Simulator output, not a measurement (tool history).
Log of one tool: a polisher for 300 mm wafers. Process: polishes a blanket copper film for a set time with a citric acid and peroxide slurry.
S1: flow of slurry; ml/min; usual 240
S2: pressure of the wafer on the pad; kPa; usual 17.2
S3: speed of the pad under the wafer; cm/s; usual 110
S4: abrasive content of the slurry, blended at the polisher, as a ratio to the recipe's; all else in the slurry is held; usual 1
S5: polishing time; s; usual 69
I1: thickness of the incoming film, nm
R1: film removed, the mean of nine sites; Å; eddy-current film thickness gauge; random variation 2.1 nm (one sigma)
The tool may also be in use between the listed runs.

run    hour   S1    S2   S3    S4  S5      I1    R1
  1       0  240  17.2  102     1  69  1179.3  1338
  2    95.4  240  17.2  102     1  69  1178.8  1348
      142.2  -- worn pad replaced by a new one
  3   142.7  240  17.2  110     1  69  1175.2  1357
      145.3  -- slurry nozzle cleaned
  4   231.2  240  17.2  110     1  69  1174.9  1358
  5   319.7  240  17.2  110     1  69  1191.8  1325
  6   393.8  200  17.2  110   0.7  56  1170.6   943
      452.9  -- head pressure recalibrated
  7   459.7  240  22.8   76   0.8  75  1178.4  1264
  8   526.4  240  17.2   76     1  69  1184.6   975
      555.1  -- slurry blender recalibrated
  9     610  240  17.2  132   1.3  69  1200.9  1774
 10   711.7  240  17.2  136     1  53  1198.6  1306
        772  -- slurry nozzle cleaned
 11   800.1  240  17.2  110     1  69  1174.2  1421
      871.1  -- worn pad replaced by a new one
 12   889.9  240  14.5  142  1.25  69  1188.1  1544
 13   996.9  295  17.2  110     1  69  1182.5  1385
     1070.2  -- head pressure recalibrated
 14  1103.5  240  17.2  110     1  69  1190.6  1320
 15  1157.6  275  17.2  110  0.85  69  1159.4  1276
       1218  -- slurry blender recalibrated
 16  1238.2  240  11.7   92     1  69  1171.2   953
 17  1311.8  240  17.2  110     1  55  1184.3  1120
 18  1351.1  185    20   88     1  92  1186.1  1735
     1445.2  -- slurry nozzle cleaned
 19  1450.3  240  17.2  110     1  69  1184.7  1364
     1527.8  -- worn pad replaced by a new one
 20    1529  240  21.4  110     1  69  1154.2  1673
 21  1585.5  200  17.2   76     1  69  1187.9  1019
 22  1652.6  240  17.2  110   0.8  69    1177  1307
 23    1697  240  17.2  102     1  69    1174  1264
 24  1749.7  200    20  110   1.1  51    1189  1093

Forecast run 25:
     1798.2  -- head pressure recalibrated
     1813.2  -- slurry blender recalibrated
 25  1851.7  240  17.2  122  0.9  69  1179.2   ?

{"run 25": {"R1": 1545}}
Without the tool's hidden state the same run would have given R1 1565 Å.
